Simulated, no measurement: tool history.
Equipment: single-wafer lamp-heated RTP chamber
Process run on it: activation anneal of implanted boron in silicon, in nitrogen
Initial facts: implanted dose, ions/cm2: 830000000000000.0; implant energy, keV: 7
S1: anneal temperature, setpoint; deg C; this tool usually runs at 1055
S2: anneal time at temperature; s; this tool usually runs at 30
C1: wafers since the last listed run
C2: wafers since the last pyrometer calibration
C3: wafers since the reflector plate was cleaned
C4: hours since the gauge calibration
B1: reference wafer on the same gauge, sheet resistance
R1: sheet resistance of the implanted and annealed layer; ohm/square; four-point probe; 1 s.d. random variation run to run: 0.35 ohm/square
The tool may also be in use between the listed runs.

Run 1, day 0: usual settings; C1 0; C2 1345; C3 4258; C4 727.6; B1 130.03. Result: R1 141.17 ohm/square.
Run 2, day 0.692: usual settings; C1 230; C2 1575; C3 4488; C4 744.2; B1 130.09. Result: R1 141.4 ohm/square.
Run 3, day 1.629: usual settings; C1 311; C2 1887; C3 4800; C4 766.7; B1 130.14. Result: R1 140.53 ohm/square.
Run 4, day 2.996: usual settings but S1 1048 deg C, S2 22 s; C1 454; C2 2342; C3 5255; C4 799.5; B1 129.97. Result: R1 144.55 ohm/square.
Run 5, day 4.112: usual settings but S2 40 s; C1 371; C2 2714; C3 5626; C4 826.3; B1 129.98. Result: R1 139.73 ohm/square.
Run 6, day 5.288: usual settings but S2 40 s; C1 390; C2 3105; C3 6017; C4 854.5; B1 129.96. Result: R1 139.14 ohm/square.
Run 7, day 5.842: usual settings but S2 40 s; C1 184; C2 3289; C3 6202; C4 867.8; B1 129.95. Result: R1 139.13 ohm/square.
Run 8, day 6.571: usual settings; C1 242; C2 3532; C3 6444; C4 885.3; B1 130.12. Result: R1 141.39 ohm/square.
Run 9, day 7.4: usual settings; C1 275; C2 3807; C3 6720; C4 905.2; B1 129.92. Result: R1 141.07 ohm/square.
Run 10, day 8.529: usual settings; C1 375; C2 4183; C3 7096; C4 932.3; B1 130.08. Result: R1 141.02 ohm/square.
Run 11, day 9.425: usual settings; C1 298; C2 4481; C3 7394; C4 953.8; B1 129.96. Result: R1 140.95 ohm/square.
Run 12, day 12.092: usual settings; C1 887; C2 5369; C3 8281; C4 1017.8; B1 130.18. Result: R1 140.3 ohm/square.
Run 13, day 12.629: usual settings; C1 178; C2 5547; C3 8460; C4 1030.7; B1 129.93. Result: R1 140.65 ohm/square.
Run 14, day 14.025: usual settings but S2 20 s; C1 464; C2 6012; C3 8925; C4 1064.2; B1 129.9. Result: R1 142.26 ohm/square.
At day 14.367: pyrometer window cleaned and pyrometer calibrated.
Run 15, day 15.058: usual settings but S2 20 s; C1 232; C2 230; C3 9158; C4 1089; B1 129.98. Result: R1 145.36 ohm/square.
Run 16, day 15.579: usual settings but S2 20 s; C1 173; C2 403; C3 9331; C4 1101.5; B1 129.98. Result: R1 145.38 ohm/square.
Run 17, day 16.583: usual settings but S1 1063 deg C; C1 334; C2 737; C3 9665; C4 1125.6; B1 130.07. Result: R1 140.73 ohm/square.
Run 18, day 17.75: usual settings but S1 1062 deg C; C1 388; C2 1125; C3 10053; C4 1153.6; B1 129.97. Result: R1 141.35 ohm/square.
Run 19, day 18.788: usual settings but S2 20 s; C1 345; C2 1470; C3 10399; C4 1178.5; B1 130.04. Result: R1 144.87 ohm/square.
At day 19.396: reflector plate cleaned.
Run 20, day 19.417: usual settings but S2 20 s; C1 98; C2 1569; C3 6; C4 1193.6; B1 130.14. Result: R1 144.18 ohm/square.
At day 19.975: gauge calibrated.
Run 21, day 20.433: usual settings but S1 1046 deg C, S2 39 s; C1 338; C2 1907; C3 345; C4 11; B1 129.86. Result: R1 141.31 ohm/square.
Run 22, day 21.504: usual settings but S1 1069 deg C, S2 23 s; C1 356; C2 2263; C3 701; C4 36.7; B1 130.04. Result: R1 141.55 ohm/square.
Run 23, day 22.171: usual settings but S1 1076 deg C, S2 48 s; C1 221; C2 2485; C3 923; C4 52.7; B1 129.86. Result: R1 137.27 ohm/square.
Run 24, day 23.625: usual settings but S1 1043 deg C, S2 35 s; C1 483; C2 2969; C3 1407; C4 87.6; B1 129.88. Result: R1 141.98 ohm/square.
Run 25, day 24.312: usual settings; C1 228; C2 3198; C3 1635; C4 104.1; B1 130.09. Result: R1 141.08 ohm/square.
Run 26, day 25.267: usual settings; C1 317; C2 3515; C3 1953; C4 127; B1 129.95. Result: R1 141.64 ohm/square.
Run 27, day 26.154: usual settings but S1 1063 deg C, S2 42 s; C1 295; C2 3811; C3 2248; C4 148.3; B1 130.17. Result: R1 138.09 ohm/square.
Run 28, day 27.296: usual settings but S1 1030 deg C, S2 13 s; C1 379; C2 4191; C3 2628; C4 175.7; B1 130.03. Result: R1 152.24 ohm/square.
Run 29, day 28.538: usual settings but S1 1034 deg C, S2 42 s; C1 413; C2 4604; C3 3041; C4 205.5; B1 129.99. Result: R1 142.58 ohm/square.
At day 30.754: pyrometer window cleaned and pyrometer calibrated.
Run 30, day 30.975: usual settings; C1 700; C2 73; C3 3741; C4 264; B1 130.01. Result: R1 142.35 ohm/square.
Run 31, day 32.396: usual settings but S1 1071 deg C, S2 36 s; C1 472; C2 546; C3 4214; C4 298.1; B1 130.09. Result: R1 138.34 ohm/square.
Run 32, day 33.017: usual settings but S1 1030 deg C, S2 13 s; C1 206; C2 753; C3 4421; C4 313; B1 129.92. Result: R1 152.73 ohm/square.
Run 33, day 33.708: usual settings but S1 1081 deg C; C1 230; C2 983; C3 4651; C4 329.6; B1 130.22. Result: R1 139.52 ohm/square.
Run 34, day 34.508: usual settings but S2 41 s; C1 266; C2 1249; C3 4917; C4 348.8; B1 129.98. Result: R1 139.34 ohm/square.
Run 35, day 35.588: usual settings but S1 1031 deg C; C1 359; C2 1608; C3 5276; C4 374.7; B1 129.94. Result: R1 146.21 ohm/square.
Run 36, day 36.167: usual settings; C1 192; C2 1801; C3 5469; C4 388.6; B1 129.97. Result: R1 141.56 ohm/square.
Run 37, day 37.388: usual settings but S1 1041 deg C, S2 41 s; C1 406; C2 2207; C3 5875; C4 417.9; B1 129.82. Result: R1 142.05 ohm/square.
Run 38, day 38.675: usual settings; C1 428; C2 2635; C3 6304; C4 448.8; B1 130. Result: R1 141.28 ohm/square.

For each run, the measured value with the value that run would have given without the tool's hidden condition subtracted. The run-to-run variation is shared by both, the gauge scatter possibly not:
Hidden state present: true wafer temperature minus pyrometer reading, K; wafer temperature error from the tarnished reflector plate, K; gauge reads high (%).
run     R1
  1  -0.76
  2  -0.83
  3  -0.93
  4  -1.45
  5  -0.98
  6  -1.07
  7  -1.11
  8  -1.41
  9  -1.48
 10  -1.57
 11  -1.65
 12  -1.86
 13   -1.9
 14  -2.49
 15  -0.15
 16  -0.23
 17  -0.23
 18  -0.35
 19  -0.67
 20  -0.75
 21     -1
 22  -0.63
 23  -0.17
 24  -1.62
 25  -1.16
 26  -1.25
 27  -0.65
 28  -2.31
 29  -2.82
 30   -0.3
 31  -0.19
 32  -0.79
 33  -0.19
 34  -0.59
 35  -1.46
 36  -0.88
 37  -1.53
 38  -1.13
